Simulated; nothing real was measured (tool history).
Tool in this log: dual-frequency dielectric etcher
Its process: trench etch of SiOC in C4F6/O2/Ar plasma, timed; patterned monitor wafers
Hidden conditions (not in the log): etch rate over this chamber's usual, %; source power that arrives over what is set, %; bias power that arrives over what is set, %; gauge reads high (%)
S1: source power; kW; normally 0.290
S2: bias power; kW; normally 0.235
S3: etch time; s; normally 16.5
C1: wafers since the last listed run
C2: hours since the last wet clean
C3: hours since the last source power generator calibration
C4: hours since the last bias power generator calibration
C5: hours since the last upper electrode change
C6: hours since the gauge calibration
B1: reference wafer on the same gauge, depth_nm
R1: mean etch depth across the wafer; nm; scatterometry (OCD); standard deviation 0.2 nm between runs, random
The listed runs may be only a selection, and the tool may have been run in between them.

run 1 day=0.000 | S1=0.290 S2=0.235 S3=19.5 | C1=0 C2=522.6 C3=2919.2 C4=3993.3 C5=2701.8 C6=209.0 | B1=36.70 | R1=40.28
run 2 day=0.475 | S1=0.290 S2=0.235 S3=19.5 | C1=136 C2=534.0 C3=2930.6 C4=4004.7 C5=2713.2 C6=220.4 | B1=36.65 | R1=40.50
-- day=0.779 gauge calibrated
run 3 day=0.804 | S1=0.290 S2=0.235 S3=19.5 | C1=94 C2=541.9 C3=2938.5 C4=4012.6 C5=2721.1 C6=0.6 | B1=36.72 | R1=40.02
run 4 day=1.179 | S1=0.290 S2=0.217 S3=16.5 | C1=107 C2=550.9 C3=2947.5 C4=4021.6 C5=2730.1 C6=9.6 | B1=36.64 | R1=33.17
run 5 day=1.688 | S1=0.290 S2=0.217 S3=16.5 | C1=146 C2=563.1 C3=2959.7 C4=4033.8 C5=2742.3 C6=21.8 | B1=36.73 | R1=33.26
run 6 day=2.417 | S1=0.290 S2=0.217 S3=16.5 | C1=209 C2=580.6 C3=2977.2 C4=4051.3 C5=2759.8 C6=39.3 | B1=36.71 | R1=33.12
-- day=3.867 upper electrode replaced
-- day=4.271 wet clean of the chamber
run 7 day=4.292 | S1=0.290 S2=0.235 S3=16.5 | C1=135 C2=0.5 C3=3022.2 C4=4096.3 C5=10.2 C6=84.3 | B1=36.70 | R1=35.32
run 8 day=4.908 | S1=0.290 S2=0.235 S3=16.5 | C1=177 C2=15.3 C3=3037.0 C4=4111.1 C5=25.0 C6=99.1 | B1=36.71 | R1=35.32
run 9 day=5.542 | S1=0.290 S2=0.235 S3=16.5 | C1=182 C2=30.5 C3=3052.2 C4=4126.3 C5=40.2 C6=114.3 | B1=36.72 | R1=35.56
run 10 day=6.033 | S1=0.290 S2=0.235 S3=16.5 | C1=141 C2=42.3 C3=3064.0 C4=4138.1 C5=52.0 C6=126.1 | B1=36.65 | R1=35.19
run 11 day=6.438 | S1=0.290 S2=0.235 S3=16.5 | C1=116 C2=52.0 C3=3073.7 C4=4147.8 C5=61.7 C6=135.8 | B1=36.67 | R1=35.60
-- day=6.696 source power generator calibrated
run 12 day=7.146 | S1=0.290 S2=0.235 S3=16.5 | C1=155 C2=69.0 C3=10.8 C4=4164.8 C5=78.7 C6=152.8 | B1=36.65 | R1=35.43
run 13 day=7.667 | S1=0.290 S2=0.235 S3=16.5 | C1=149 C2=81.5 C3=23.3 C4=4177.3 C5=91.2 C6=165.3 | B1=36.67 | R1=35.54
run 14 day=7.938 | S1=0.290 S2=0.216 S3=20.5 | C1=77 C2=88.0 C3=29.8 C4=4183.8 C5=97.7 C6=171.8 | B1=36.71 | R1=42.86
-- day=8.350 gauge calibrated
run 15 day=8.388 | S1=0.220 S2=0.281 S3=18.5 | C1=129 C2=98.8 C3=40.6 C4=4194.6 C5=108.5 C6=0.9 | B1=36.71 | R1=36.71
-- day=8.842 bias power generator calibrated
run 16 day=8.875 | S1=0.290 S2=0.188 S3=16.5 | C1=92 C2=110.5 C3=52.3 C4=0.8 C5=120.2 C6=12.6 | B1=36.65 | R1=33.38
run 17 day=9.246 | S1=0.310 S2=0.265 S3=18.0 | C1=106 C2=119.4 C3=61.2 C4=9.7 C5=129.1 C6=21.5 | B1=36.72 | R1=40.19
run 18 day=9.600 | S1=0.230 S2=0.264 S3=21.0 | C1=101 C2=127.9 C3=69.7 C4=18.2 C5=137.6 C6=30.0 | B1=36.73 | R1=41.86
run 19 day=10.300 | S1=0.290 S2=0.275 S3=16.5 | C1=201 C2=144.7 C3=86.5 C4=35.0 C5=154.4 C6=46.8 | B1=36.62 | R1=36.31
run 20 day=10.688 | S1=0.290 S2=0.235 S3=16.5 | C1=111 C2=154.0 C3=95.8 C4=44.3 C5=163.7 C6=56.1 | B1=36.68 | R1=34.56
run 21 day=11.088 | S1=0.290 S2=0.235 S3=16.5 | C1=115 C2=163.6 C3=105.4 C4=53.9 C5=173.3 C6=65.7 | B1=36.69 | R1=34.97

Run 22, settings as shown, results not yet in. Your forecast:
run 22 day=11.429 | S1=0.290 S2=0.235 S3=16.5 | C1=98 C2=171.8 C3=113.6 C4=62.1 C5=181.5 C6=73.9 | B1=? | R1=?

{"run 22": {"B1": 36.68, "R1": 35.09}}
With no hidden state in the tool, this same run would have given R1 35.88 nm.
